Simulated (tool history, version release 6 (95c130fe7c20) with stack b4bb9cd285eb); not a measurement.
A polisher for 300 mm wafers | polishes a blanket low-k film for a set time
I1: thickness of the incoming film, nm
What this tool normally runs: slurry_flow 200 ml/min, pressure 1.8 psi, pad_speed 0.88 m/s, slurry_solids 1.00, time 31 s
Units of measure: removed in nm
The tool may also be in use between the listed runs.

{"run": 1, "hour": 0.0, "slurry_flow": 200, "pressure": 1.8, "pad_speed": 0.88, "slurry_solids": 1.0, "time": 31, "I1": 774.1, "removed": 11.4}
{"run": 2, "hour": 12.9, "slurry_flow": 200, "pressure": 1.8, "pad_speed": 0.88, "slurry_solids": 1.0, "time": 26, "I1": 768.5, "removed": 9.6}
{"run": 3, "hour": 43.0, "slurry_flow": 200, "pressure": 1.8, "pad_speed": 0.88, "slurry_solids": 0.9, "time": 31, "I1": 773.4, "removed": 10.6}
{"hour": 68.8, "done": "slurry blender recalibrated"}
{"run": 4, "hour": 70.9, "slurry_flow": 200, "pressure": 1.8, "pad_speed": 0.88, "slurry_solids": 1.0, "time": 24, "I1": 776.8, "removed": 8.8}
{"hour": 107.2, "done": "conditioning disc replaced and pad reconditioned"}
{"run": 5, "hour": 107.7, "slurry_flow": 200, "pressure": 1.8, "pad_speed": 0.88, "slurry_solids": 1.0, "time": 24, "I1": 766.9, "removed": 9.3}
{"run": 6, "hour": 136.6, "slurry_flow": 200, "pressure": 1.8, "pad_speed": 0.88, "slurry_solids": 1.0, "time": 31, "I1": 779.9, "removed": 11.6}
{"hour": 167.7, "done": "worn pad replaced by a new one"}
{"run": 7, "hour": 168.2, "slurry_flow": 200, "pressure": 1.8, "pad_speed": 0.88, "slurry_solids": 1.0, "time": 31, "I1": 768.9, "removed": 11.4}
{"run": 8, "hour": 186.0, "slurry_flow": 200, "pressure": 1.8, "pad_speed": 0.88, "slurry_solids": 1.0, "time": 31, "I1": 769.6, "removed": 11.4}
{"hour": 194.8, "done": "slurry blender recalibrated"}
{"run": 9, "hour": 206.7, "slurry_flow": 200, "pressure": 1.8, "pad_speed": 0.66, "slurry_solids": 1.0, "time": 35, "I1": 769.1, "removed": 10.6}
{"run": 10, "hour": 239.2, "slurry_flow": 200, "pressure": 1.8, "pad_speed": 1.14, "slurry_solids": 1.0, "time": 31, "I1": 771.2, "removed": 13.3}
{"run": 11, "hour": 257.8, "slurry_flow": 260, "pressure": 2.3, "pad_speed": 0.68, "slurry_solids": 1.25, "time": 31, "I1": 767.6, "removed": 13.3}
{"hour": 270.9, "done": "conditioning disc replaced and pad reconditioned"}
{"run": 12, "hour": 291.0, "slurry_flow": 200, "pressure": 1.8, "pad_speed": 0.88, "slurry_solids": 1.0, "time": 31, "I1": 779.8, "removed": 11.7}
{"hour": 292.7, "done": "slurry nozzle cleaned"}
{"run": 13, "hour": 321.2, "slurry_flow": 200, "pressure": 1.8, "pad_speed": 1.18, "slurry_solids": 1.0, "time": 31, "I1": 766.4, "removed": 13.8}
{"hour": 349.1, "done": "slurry blender recalibrated"}
{"run": 14, "hour": 356.3, "slurry_flow": 170, "pressure": 2.3, "pad_speed": 0.72, "slurry_solids": 0.75, "time": 31, "I1": 770.3, "removed": 10.4}
{"hour": 374.0, "done": "head pressure recalibrated"}
{"hour": 418.7, "done": "worn pad replaced by a new one"}
{"run": 15, "hour": 443.0, "slurry_flow": 200, "pressure": 1.3, "pad_speed": 0.88, "slurry_solids": 1.0, "time": 31, "I1": 770.3, "removed": 8.3}
{"hour": 461.1, "done": "conditioning disc replaced and pad reconditioned"}
{"run": 16, "hour": 477.3, "slurry_flow": 200, "pressure": 1.8, "pad_speed": 0.88, "slurry_solids": 1.0, "time": 31, "I1": 779.7, "removed": 11.5}
{"hour": 491.2, "done": "slurry blender recalibrated"}
{"run": 17, "hour": 509.2, "slurry_flow": 200, "pressure": 2.0, "pad_speed": 1.0, "slurry_solids": 0.7, "time": 26, "I1": 760.7, "removed": 9.3}
{"run": 18, "hour": 544.5, "slurry_flow": 200, "pressure": 1.8, "pad_speed": 0.76, "slurry_solids": 1.2, "time": 31, "I1": 776.4, "removed": 10.9}

What if the next run were any one of these 4? Each begins from the tool's condition after run 18:
{"run": "A", "hour": 544.9, "slurry_flow": 200, "pressure": 1.8, "pad_speed": 0.88, "slurry_solids": 1.0, "time": 31, "I1": 755.9, "removed": "?"}
{"run": "B", "hour": 544.9, "slurry_flow": 200, "pressure": 2.4, "pad_speed": 0.88, "slurry_solids": 1.0, "time": 31, "I1": 755.9, "removed": "?"}
{"run": "C", "hour": 544.9, "slurry_flow": 180, "pressure": 1.6, "pad_speed": 0.88, "slurry_solids": 0.85, "time": 24, "I1": 755.9, "removed": "?"}
{"run": "D", "hour": 544.9, "slurry_flow": 265, "pressure": 1.8, "pad_speed": 0.62, "slurry_solids": 1.3, "time": 31, "I1": 755.9, "removed": "?"}

run=A removed=11.2
run=B removed=14.6
run=C removed=7.0
run=D removed=10.3
With no hidden state in the tool, these same runs would have given:
run=A removed=12.1
run=B removed=16.1
run=C removed=7.5
run=D removed=11.0
